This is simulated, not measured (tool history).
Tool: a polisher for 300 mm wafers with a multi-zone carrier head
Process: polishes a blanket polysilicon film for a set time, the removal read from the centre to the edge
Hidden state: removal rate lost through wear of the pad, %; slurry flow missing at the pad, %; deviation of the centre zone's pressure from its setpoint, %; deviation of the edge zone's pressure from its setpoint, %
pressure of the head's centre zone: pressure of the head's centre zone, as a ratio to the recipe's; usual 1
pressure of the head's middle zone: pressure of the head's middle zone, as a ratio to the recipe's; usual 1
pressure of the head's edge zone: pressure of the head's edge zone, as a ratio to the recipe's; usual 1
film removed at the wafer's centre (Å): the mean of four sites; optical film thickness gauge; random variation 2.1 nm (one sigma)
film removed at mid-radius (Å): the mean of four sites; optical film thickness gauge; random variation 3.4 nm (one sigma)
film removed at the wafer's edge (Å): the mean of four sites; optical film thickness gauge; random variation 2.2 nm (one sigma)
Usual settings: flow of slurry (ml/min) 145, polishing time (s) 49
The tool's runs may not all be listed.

run	hour	flow of slurry (ml/min)	pressure of the head's centre zone	pressure of the head's middle zone	pressure of the head's edge zone	polishing time (s)	wafers since the last listed run	wafers polished on this pad	hours since the slurry nozzle was cleaned	hours since the centre zone pressure was calibrated	hours since the edge zone pressure was calibrated	hours since the carrier head's membrane was replaced	incoming thickness of the incoming film, nm	film removed at the wafer's centre (Å)	film removed at mid-radius (Å)	film removed at the wafer's edge (Å)
1	0	145	1.07	0.96	1	49	0	5912	45.1	66.1	564.5	171.3	1164.5	3057	2860	2898
2	24.1	190	1.06	1	1	44	378	6290	69.2	90.2	588.6	195.4	1152.9	2859	2756	2703
3	51.8	145	1.08	1	1	49	435	6726	96.9	117.9	616.3	223.1	1178.8	3071	2934	2892
# hour 92.1: worn pad replaced by a new one
4	111.7	145	1	1	1	49	878	308	156.8	177.8	676.2	283	1166.6	2849	2954	2902
5	154.4	145	1	1	1	43	670	979	199.5	220.5	718.9	325.7	1179.5	2491	2604	2579
6	246.8	145	1	1	1	49	1451	2430	291.9	312.9	811.3	418.1	1157	2826	2918	2883
# hour 286.9: edge zone pressure recalibrated
7	296.4	165	1	1	0.95	49	747	3178	341.5	362.5	9.5	467.7	1178.8	2905	3034	2879
8	331.7	145	1	1	1	49	554	3733	376.8	397.8	44.8	503	1166.9	2829	2912	2979
9	381.3	145	1	1	1	49	779	4512	426.4	447.4	94.4	552.6	1172.9	2857	3008	2965
10	447.4	95	1	1	1.11	43	1038	5550	492.5	513.5	160.5	618.7	1183.7	2333	2416	2598
11	476.6	145	1	0.92	0.88	49	458	6009	521.7	542.7	189.7	647.9	1184.4	2836	2790	2748
12	541.8	145	1	1	1	49	1024	7033	586.9	607.9	254.9	713.1	1165.1	2852	2967	2929
# hour 565.9: worn pad replaced by a new one
13	579.5	165	1	1	1.09	62	529	213	624.6	645.6	292.6	750.8	1181.8	3685	3815	3922
# hour 582.1: slurry nozzle cleaned
14	624.6	145	0.96	0.94	1.11	64	692	906	42.5	690.7	337.7	795.9	1188.9	3588	3745	4059
15	681.6	145	1	1.06	1	49	895	1801	99.5	747.7	394.7	852.9	1176	2867	3075	2930
16	706.6	145	1.1	0.96	1	49	392	2194	124.5	772.7	419.7	877.9	1150.9	3071	2821	2903
17	770.7	105	1	0.9	1	61	1007	3201	188.6	836.8	483.8	942	1168.5	3347	3310	3530
18	842.6	145	1	1	1	49	1129	4331	260.5	908.7	555.7	1013.9	1156.8	2832	2983	2965
19	902.5	145	1	1	1	49	941	5272	320.4	968.6	615.6	1073.8	1173.4	2867	2986	2928
20	942.7	185	1	1.11	0.91	58	631	5903	360.6	1008.8	655.8	1114	1170.6	3492	3895	3382
# hour 959.6: worn pad replaced by a new one
21	1000.8	145	0.95	0.93	1.11	34	849	647	418.7	1066.9	713.9	1172.1	1172.2	1862	1973	2137
22	1067.1	160	1.05	1	1	49	1041	1689	485	1133.2	780.2	1238.4	1177.9	3058	3007	2936

What the log doesn't show, run by run:
removal rate lost through wear of the pad, %: 0 in every run
slurry flow missing at the pad, %: 0 in every run
deviation of the centre zone's pressure from its setpoint, %: 0 in every run
deviation of the edge zone's pressure from its setpoint, %: 0 in every run
